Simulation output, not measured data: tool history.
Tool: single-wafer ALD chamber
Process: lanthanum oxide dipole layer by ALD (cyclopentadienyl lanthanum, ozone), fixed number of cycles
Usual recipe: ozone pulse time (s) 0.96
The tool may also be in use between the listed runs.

run,day,ozone pulse time (s),wafers since the last listed run,hours since the last thermocouple change,hours since the last ozone generator service,hours since the showerhead was replaced,hours since the gauge calibration,"read-back reference wafer on the same gauge, thickness_nm",mean film thickness on the monitor wafer (Å)
1,0.000,0.96,0,1033.3,1256.0,4209.3,527.9,0.572,4.75
2,1.133,0.96,562,1060.5,1283.2,4236.5,555.1,0.572,4.76
3,1.708,0.69,285,1074.3,1297.0,4250.3,568.9,0.572,4.07
4,3.442,1.12,859,1115.9,1338.6,4291.9,610.5,0.572,5.03
5,4.042,1.12,297,1130.3,1353.0,4306.3,624.9,0.572,5.03
6,5.512,1.12,729,1165.6,1388.3,4341.6,660.2,0.572,5.00
7,6.379,1.09,429,1186.4,1409.1,4362.4,681.0,0.572,4.98
8,7.362,0.96,487,1210.0,1432.7,4386.0,704.6,0.572,4.75
9,8.262,1.25,446,1231.6,1454.3,4407.6,726.2,0.572,5.20
10,9.454,1.25,591,1260.2,1482.9,4436.2,754.8,0.572,5.19
11,10.638,1.25,587,1288.6,1511.3,4464.6,783.2,0.572,5.15
12,11.488,0.96,421,1309.0,1531.7,4485.0,803.6,0.572,4.76
13,12.204,0.96,355,1326.2,1548.9,4502.2,820.8,0.572,4.74
# day 14.700: thermocouple changed; heater temperature recalibrated
14,14.742,0.96,1093,1.0,1609.8,4563.1,881.7,0.572,4.78
15,16.000,0.96,624,31.2,1640.0,4593.3,911.9,0.572,4.75
16,16.692,0.96,343,47.8,1656.6,4609.9,928.5,0.572,4.75
17,17.204,0.96,254,60.1,1668.9,4622.2,940.8,0.573,4.71
18,18.271,1.24,529,85.7,1694.5,4647.8,966.4,0.572,5.16
# day 18.646: gauge calibrated
19,19.275,1.30,498,109.8,1718.6,4671.9,15.1,0.572,5.21
20,20.738,1.20,725,144.9,1753.7,4707.0,50.2,0.572,5.12
# day 21.308: showerhead replaced
# day 22.129: ozone generator serviced
21,22.150,1.07,370,178.8,0.5,20.2,84.1,0.572,5.11
22,22.500,0.73,173,187.2,8.9,28.6,92.5,0.572,4.37
23,23.679,0.96,585,215.5,37.2,56.9,120.8,0.572,4.88
24,26.808,0.96,1552,290.6,112.3,132.0,195.9,0.572,4.88
25,28.304,1.26,742,326.5,148.2,167.9,231.8,0.572,5.29
26,28.854,1.33,272,339.7,161.4,181.1,245.0,0.572,5.34
27,29.617,0.63,378,358.0,179.7,199.4,263.3,0.572,3.98
28,30.171,1.09,274,371.3,193.0,212.7,276.6,0.572,5.03
29,30.925,1.13,374,389.4,211.1,230.8,294.7,0.572,5.11
30,31.992,1.14,529,415.0,236.7,256.4,320.3,0.572,5.13
31,33.188,1.11,593,443.7,265.4,285.1,349.0,0.572,5.07
32,34.212,0.96,508,468.3,290.0,309.7,373.6,0.572,4.82
33,34.908,1.15,345,485.0,306.7,326.4,390.3,0.572,5.16
34,35.508,0.96,297,499.4,321.1,340.8,404.7,0.572,4.84
35,36.812,0.96,647,530.7,352.4,372.1,436.0,0.572,4.85

Consider 3 possible next runs. They are alternatives, not a sequence: every one starts from the tool as it was left by run 35. What does each give?
A,36.829,0.83,8,531.1,352.8,372.5,436.4,?,?
B,36.829,0.79,8,531.1,352.8,372.5,436.4,?,?
C,36.829,0.66,8,531.1,352.8,372.5,436.4,?,?

run,"read-back reference wafer on the same gauge, thickness_nm",mean film thickness on the monitor wafer (Å)
A,0.572,4.58
B,0.572,4.48
C,0.572,4.08
What these runs would have given with no unlogged condition in the tool:
run,mean film thickness on the monitor wafer (Å)
A,4.68
B,4.58
C,4.18

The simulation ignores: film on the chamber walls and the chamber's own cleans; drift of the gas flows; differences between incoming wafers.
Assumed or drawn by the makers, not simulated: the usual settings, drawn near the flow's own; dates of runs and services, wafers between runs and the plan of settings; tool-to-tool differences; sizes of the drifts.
